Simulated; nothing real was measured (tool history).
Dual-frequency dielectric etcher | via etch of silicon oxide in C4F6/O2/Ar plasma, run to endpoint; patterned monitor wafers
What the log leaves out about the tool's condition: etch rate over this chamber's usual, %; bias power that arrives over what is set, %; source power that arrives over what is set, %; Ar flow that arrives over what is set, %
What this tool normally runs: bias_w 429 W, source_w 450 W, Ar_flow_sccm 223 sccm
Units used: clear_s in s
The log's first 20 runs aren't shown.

| run | day | bias_w | source_w | Ar_flow_sccm | wafers since the last listed run | hours since the last wet clean | hours since the last bias power generator calibration | hours since the last source power generator calibration | hours since the last Ar flow controller change | hours since the last upper electrode change | incoming incoming film thickness, nm | clear_s |
|---|---|---|---|---|---|---|---|---|---|---|---|---|
| 21 | 24.046 | 486 | 450 | 199 | 286 | 477.6 | 517.8 | 263.0 | 500.8 | 204.5 | 115.1 | 22.8 |
| 22 | 24.896 | 429 | 450 | 223 | 243 | 498.0 | 538.2 | 283.4 | 521.2 | 224.9 | 115.1 | 25.1 |
| 23 | 26.088 | 429 | 450 | 223 | 341 | 526.6 | 566.8 | 312.0 | 549.8 | 253.5 | 116.3 | 25.6 |
| 24 | 27.379 | 383 | 450 | 223 | 370 | 557.6 | 597.8 | 343.0 | 580.8 | 284.5 | 115.9 | 27.2 |
| 25 | 28.000 | 348 | 450 | 223 | 178 | 572.5 | 612.7 | 357.9 | 595.7 | 299.4 | 115.9 | 29.1 |
| 26 | 28.583 | 356 | 450 | 223 | 167 | 586.5 | 626.7 | 371.9 | 609.7 | 313.4 | 115.8 | 28.6 |
| 27 | 29.458 | 429 | 450 | 223 | 250 | 607.5 | 647.7 | 392.9 | 630.7 | 334.4 | 116.2 | 25.5 |
| 28 | 30.467 | 429 | 390 | 223 | 289 | 631.7 | 671.9 | 417.1 | 654.9 | 358.6 | 114.8 | 26.8 |
|  | 31.971 | wet clean of the chamber |
| 29 | 31.992 | 532 | 510 | 223 | 150 | 0.5 | 708.5 | 453.7 | 691.5 | 395.2 | 115.0 | 20.6 |
| 30 | 32.921 | 504 | 380 | 183 | 266 | 22.8 | 730.8 | 476.0 | 713.8 | 417.5 | 114.3 | 22.6 |

Below are 3 alternative next runs, each starting from the tool's condition after run 30. Predict each:
| A | 32.938 | 510 | 450 | 223 | 4 | 23.2 | 731.2 | 476.4 | 714.2 | 417.9 | 115.0 | ? |
| B | 32.938 | 429 | 520 | 203 | 4 | 23.2 | 731.2 | 476.4 | 714.2 | 417.9 | 115.0 | ? |
| C | 32.938 | 496 | 450 | 238 | 4 | 23.2 | 731.2 | 476.4 | 714.2 | 417.9 | 115.0 | ? |

| run | clear_s |
|---|---|
| A | 21.8 |
| B | 22.6 |
| C | 22.3 |
Had the tool no hidden state, the same runs would have come out as:
| run | clear_s |
|---|---|
| A | 22.0 |
| B | 22.8 |
| C | 22.5 |
